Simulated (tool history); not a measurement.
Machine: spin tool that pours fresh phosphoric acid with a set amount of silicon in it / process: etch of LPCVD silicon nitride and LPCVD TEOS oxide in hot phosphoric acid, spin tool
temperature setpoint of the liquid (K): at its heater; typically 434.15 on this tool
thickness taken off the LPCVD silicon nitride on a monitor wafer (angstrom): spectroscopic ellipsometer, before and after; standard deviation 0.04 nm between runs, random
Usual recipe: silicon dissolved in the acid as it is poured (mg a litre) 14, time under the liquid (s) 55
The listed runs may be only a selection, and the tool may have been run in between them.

run	hour	temperature setpoint of the liquid (K)	silicon dissolved in the acid as it is poured (mg a litre)	time under the liquid (s)	read-back film thickness of the LPCVD silicon nitride reference wafer, read on the same gauge (nm)	thickness taken off the LPCVD silicon nitride on a monitor wafer (angstrom)
1	0	434.15	14	35	80	31.7
2	31.9	434.15	14	35	79.99	31.4
3	112.9	434.15	14	55	80	49.2
4	139.3	434.15	14	55	80.01	48.7
5	152.6	434.15	14	55	79.97	49.3
# hour 169.2: dissolved silicon flow meter replaced
6	187.3	434.15	14	55	79.98	49.6
# hour 193: heated supply line repaired
7	206.5	434.15	14	55	79.98	48.3
8	240.8	434.15	14	55	80.01	47.8
9	264.9	431.65	11	75	80.02	61.1
10	292.7	434.15	14	55	80.01	48.7
11	325.2	433.15	18	30	80	25.5
12	341	436.65	17.5	55	80.02	52.7
# hour 346.3: gauge calibrated
13	356	434.15	19.5	55	80	48.7
14	391.2	434.15	14	55	80.01	48.1
# hour 392.4: thermometer replaced
15	417.3	432.65	10.5	55	80.01	50.7
16	447.3	436.65	19.5	80	80.01	83.1
17	482.6	433.15	4.5	75	80	68.6
18	496.5	433.15	4.5	75	80.01	69.8
19	529.3	435.65	14	35	80.01	35.2
20	551.5	434.15	14	55	80.01	52.7
21	568.2	434.15	21.5	55	79.99	52.5
22	588.4	432.15	18	45	79.99	39.7

How would selected steps in thickness taken off the LPCVD silicon nitride on a monitor wafer (angstrom) from run to run divide? Give the signed amount a tool lacking its hidden state would still show from settings, what came in and random variation, and the signed amount left for the hidden state, including any gauge scatter that is not in both of the compared results.
Hidden conditions of the tool in this case: liquid colder than its thermometer reads (K); dissolved silicon flow above the setpoint (%); temperature lost on the way to the wafer (K); gauge reads high (%).
Run 11 -> 12: temperature setpoint of the liquid (K) 433.15 -> 436.65, silicon dissolved in the acid as it is poured (mg a litre) 18 -> 17.5, time under the liquid (s) 30 -> 55. thickness taken off the LPCVD silicon nitride on a monitor wafer (angstrom) +27.2: hidden state -2.5, all else +29.7.
Run 14 -> 15: temperature setpoint of the liquid (K) 434.15 -> 432.65, silicon dissolved in the acid as it is poured (mg a litre) 14 -> 10.5, thermometer replaced. thickness taken off the LPCVD silicon nitride on a monitor wafer (angstrom) +2.6: hidden state +4.4, all else -1.8.
Run 15 -> 16: temperature setpoint of the liquid (K) 432.65 -> 436.65, silicon dissolved in the acid as it is poured (mg a litre) 10.5 -> 19.5, time under the liquid (s) 55 -> 80. thickness taken off the LPCVD silicon nitride on a monitor wafer (angstrom) +32.4: hidden state -0.2, all else +32.6.
Run 18 -> 19: temperature setpoint of the liquid (K) 433.15 -> 435.65, silicon dissolved in the acid as it is poured (mg a litre) 4.5 -> 14, time under the liquid (s) 75 -> 35. thickness taken off the LPCVD silicon nitride on a monitor wafer (angstrom) -34.6: hidden state +0.1, all else -34.7.

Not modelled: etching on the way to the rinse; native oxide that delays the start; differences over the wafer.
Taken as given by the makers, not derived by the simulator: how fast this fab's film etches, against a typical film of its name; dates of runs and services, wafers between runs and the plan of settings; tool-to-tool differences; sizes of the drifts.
